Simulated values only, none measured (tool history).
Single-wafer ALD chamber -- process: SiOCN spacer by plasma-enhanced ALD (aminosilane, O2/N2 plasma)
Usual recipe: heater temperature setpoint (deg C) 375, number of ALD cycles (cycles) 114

run   hour  heater temperature setpoint (deg C)  number of ALD cycles (cycles)  read-back reference wafer on the same gauge, thickness_nm  mean film thickness on the monitor wafer (Å)
  1    0.0                                  384                            114                                                      6.588                                         62.33
  2   25.6                                  384                            114                                                      6.595                                         62.72
  3   72.4                                  384                            114                                                      6.592                                         62.78
  4  109.9                                  375                            114                                                      6.593                                         62.73
  5  161.6                                  375                            109                                                      6.593                                         59.55
  6  190.1                                  375                            109                                                      6.593                                         59.51
  7  226.5                                  375                            114                                                      6.593                                         62.39
  8  293.1                                  375                            114                                                      6.587                                         62.74
  9  362.5                                  375                            114                                                      6.587                                         62.85
 10  396.3                                  375                            114                                                      6.591                                         62.41
 11  435.4                                  375                            114                                                      6.596                                         62.43
 12  475.0                                  363                            114                                                      6.588                                         62.47
 13  505.7                                  389                            127                                                      6.592                                         69.77
     541.6  -- gauge calibrated
 14  576.2                                  380                            114                                                      6.595                                         62.69
 15  605.2                                  371                            125                                                      6.580                                         68.25
 16  668.1                                  375                            114                                                      6.589                                         62.46
 17  719.9                                  375                            114                                                      6.589                                         62.35
     766.4  -- thermocouple changed; heater temperature recalibrated
 18  766.9                                  369                             99                                                      6.589                                         54.44
 19  802.9                                  366                            103                                                      6.589                                         56.39
 20  861.5                                  385                            104                                                      6.593                                         57.23

Estimate the outcome of run 21 from the log above:
 21  929.1                                  362                            125                                                          ?                                             ?

{"run 21": {"read-back reference wafer on the same gauge, thickness_nm": 6.586, "mean film thickness on the monitor wafer (Å)": 68.69}}
Minus the tool's unlogged condition, the same run would have read mean film thickness on the monitor wafer (Å) 68.69.
